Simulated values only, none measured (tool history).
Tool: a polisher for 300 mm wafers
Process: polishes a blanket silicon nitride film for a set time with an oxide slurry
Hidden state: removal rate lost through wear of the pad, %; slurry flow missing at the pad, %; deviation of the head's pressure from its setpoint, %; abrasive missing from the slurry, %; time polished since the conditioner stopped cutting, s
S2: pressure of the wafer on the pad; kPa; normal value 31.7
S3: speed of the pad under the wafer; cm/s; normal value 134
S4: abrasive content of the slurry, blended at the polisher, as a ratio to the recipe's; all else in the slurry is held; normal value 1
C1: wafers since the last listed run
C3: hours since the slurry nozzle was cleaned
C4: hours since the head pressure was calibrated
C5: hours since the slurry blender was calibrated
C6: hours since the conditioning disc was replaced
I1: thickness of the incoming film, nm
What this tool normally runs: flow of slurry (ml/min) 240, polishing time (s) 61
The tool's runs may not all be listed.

Run 1, hour 0: usual settings; C1 0; wafers polished on this pad 479; C3 909.1; C4 424.2; C5 251.1; C6 117.2; I1 279.2. Result: film removed (nm) 55.5.
Run 2, hour 11.8: usual settings but S3 104 cm/s; C1 191; wafers polished on this pad 670; C3 920.9; C4 436; C5 262.9; C6 129; I1 278.2. Result: film removed (nm) 46.3.
Run 3, hour 28.4: usual settings but S3 104 cm/s; C1 269; wafers polished on this pad 939; C3 937.5; C4 452.6; C5 279.5; C6 145.6; I1 282. Result: film removed (nm) 45.8.
At hour 42.4: conditioning disc replaced and pad reconditioned.
At hour 42.7: slurry nozzle cleaned.
Run 4, hour 43.2: usual settings but S2 37.2 kPa, S3 110 cm/s, S4 1.15; C1 203; wafers polished on this pad 1142; C3 0.5; C4 467.4; C5 294.3; C6 0.8; I1 281.5. Result: film removed (nm) 62.3.
Run 5, hour 50.1: usual settings but flow of slurry (ml/min) 305, S3 166 cm/s; C1 111; wafers polished on this pad 1254; C3 7.4; C4 474.3; C5 301.2; C6 7.7; I1 281.2. Result: film removed (nm) 67.2.
Run 6, hour 61.4: usual settings but flow of slurry (ml/min) 155, S2 41.4 kPa, S4 0.8, polishing time (s) 43; C1 183; wafers polished on this pad 1437; C3 18.7; C4 485.6; C5 312.5; C6 19; I1 278.5. Result: film removed (nm) 39.1.
Run 7, hour 70.3: usual settings but S4 0.8; C1 144; wafers polished on this pad 1582; C3 27.6; C4 494.5; C5 321.4; C6 27.9; I1 282.3. Result: film removed (nm) 45.6.
At hour 81.6: head pressure recalibrated.
Run 8, hour 82.3: usual settings but flow of slurry (ml/min) 160, S4 0.85; C1 162; wafers polished on this pad 1744; C3 39.6; C4 0.7; C5 333.4; C6 39.9; I1 282.1. Result: film removed (nm) 42.7.
Run 9, hour 93.8: usual settings but polishing time (s) 42; C1 186; wafers polished on this pad 1930; C3 51.1; C4 12.2; C5 344.9; C6 51.4; I1 277.1. Result: film removed (nm) 35.4.
At hour 97.8: worn pad replaced by a new one.
Run 10, hour 100: usual settings; C1 35; wafers polished on this pad 35; C3 57.3; C4 18.4; C5 351.1; C6 57.6; I1 276. Result: film removed (nm) 52.6.
Run 11, hour 109.5: usual settings but S2 35.2 kPa, S4 0.85, polishing time (s) 68; C1 154; wafers polished on this pad 190; C3 66.8; C4 27.9; C5 360.6; C6 67.1; I1 276.5. Result: film removed (nm) 55.7.
At hour 115.9: slurry blender recalibrated.
Run 12, hour 121.1: usual settings but S2 21.4 kPa, S4 0.7; C1 155; wafers polished on this pad 345; C3 78.4; C4 39.5; C5 5.2; C6 78.7; I1 282.8. Result: film removed (nm) 23.8.
Run 13, hour 128.4: usual settings; C1 118; wafers polished on this pad 464; C3 85.7; C4 46.8; C5 12.5; C6 86; I1 279.7. Result: film removed (nm) 51.9.
Run 14, hour 138.3: usual settings; C1 160; wafers polished on this pad 624; C3 95.6; C4 56.7; C5 22.4; C6 95.9; I1 280.4. Result: film removed (nm) 52.3.
Run 15, hour 150: usual settings but flow of slurry (ml/min) 190, S2 35.9 kPa; C1 189; wafers polished on this pad 814; C3 107.3; C4 68.4; C5 34.1; C6 107.6; I1 277. Result: film removed (nm) 58.4.
Run 16, hour 158: usual settings but flow of slurry (ml/min) 325; C1 129; wafers polished on this pad 943; C3 115.3; C4 76.4; C5 42.1; C6 115.6; I1 276.4. Result: film removed (nm) 53.1.
Run 17, hour 173.9: usual settings but flow of slurry (ml/min) 160, S4 0.85; C1 257; wafers polished on this pad 1201; C3 131.2; C4 92.3; C5 58; C6 131.5; I1 282.7. Result: film removed (nm) 43.2.
Run 18, hour 180.4: usual settings but flow of slurry (ml/min) 200, S2 35.9 kPa, polishing time (s) 71; C1 105; wafers polished on this pad 1307; C3 137.7; C4 98.8; C5 64.5; C6 138; I1 277.5. Result: film removed (nm) 66.4.
At hour 183.7: conditioning disc replaced and pad reconditioned.
Run 19, hour 189.6: usual settings but flow of slurry (ml/min) 295, S4 1.2; C1 116; wafers polished on this pad 1423; C3 146.9; C4 108; C5 73.7; C6 5.9; I1 280.4. Result: film removed (nm) 60.4.
At hour 197.3: head pressure recalibrated, repeated, since the last time left the tool worse.
Run 20, hour 204.9: usual settings but S4 1.15, polishing time (s) 76; C1 215; wafers polished on this pad 1639; C3 162.2; C4 7.6; C5 89; C6 21.2; I1 282.6. Result: film removed (nm) 79.4.
At hour 212.7: worn pad replaced by a new one.
Run 21, hour 216.2: usual settings but flow of slurry (ml/min) 285; C1 118; wafers polished on this pad 56; C3 173.5; C4 18.9; C5 100.3; C6 32.5; I1 278.3. Result: film removed (nm) 59.4.
Run 22, hour 227.7: usual settings; C1 186; wafers polished on this pad 242; C3 185; C4 30.4; C5 111.8; C6 44; I1 280.4. Result: film removed (nm) 58.1.
Run 23, hour 236.5: usual settings; C1 142; wafers polished on this pad 385; C3 193.8; C4 39.2; C5 120.6; C6 52.8; I1 279.6. Result: film removed (nm) 58.6.
Run 24, hour 252.7: usual settings but S2 38.6 kPa, S3 158 cm/s, S4 1.1; C1 262; wafers polished on this pad 647; C3 210; C4 55.4; C5 136.8; C6 69; I1 282.9. Result: film removed (nm) 85.6.
Run 25, hour 260.2: usual settings but flow of slurry (ml/min) 190, S2 24.8 kPa, S3 164 cm/s; C1 121; wafers polished on this pad 769; C3 217.5; C4 62.9; C5 144.3; C6 76.5; I1 279.2. Result: film removed (nm) 52.4.
Run 26, hour 277.4: usual settings; C1 278; wafers polished on this pad 1048; C3 234.7; C4 80.1; C5 161.5; C6 93.7; I1 285.9. Result: film removed (nm) 58.8.
Run 27, hour 295.3: usual settings but S4 0.75; C1 290; wafers polished on this pad 1338; C3 252.6; C4 98; C5 179.4; C6 111.6; I1 281. Result: film removed (nm) 44.2.

Measured minus without-hidden-state, run by run (identical run-to-run variation in each term; gauge scatter may differ):
run  film removed (nm)
  1               -1.8
  2               -1.6
  3               -1.7
  4               -2.6
  5               -2.9
  6               -1.7
  7               -2.1
  8               -4.7
  9                 -4
 10               -5.9
 11               -6.2
 12               -2.6
 13               -5.8
 14               -5.8
 15               -6.6
 16                 -6
 17               -4.9
 18               -7.5
 19               -6.9
 20                 +0
 21                 +0
 22                 +0
 23                 +0
 24                 +0
 25                 +0
 26                 +0
 27               -0.1

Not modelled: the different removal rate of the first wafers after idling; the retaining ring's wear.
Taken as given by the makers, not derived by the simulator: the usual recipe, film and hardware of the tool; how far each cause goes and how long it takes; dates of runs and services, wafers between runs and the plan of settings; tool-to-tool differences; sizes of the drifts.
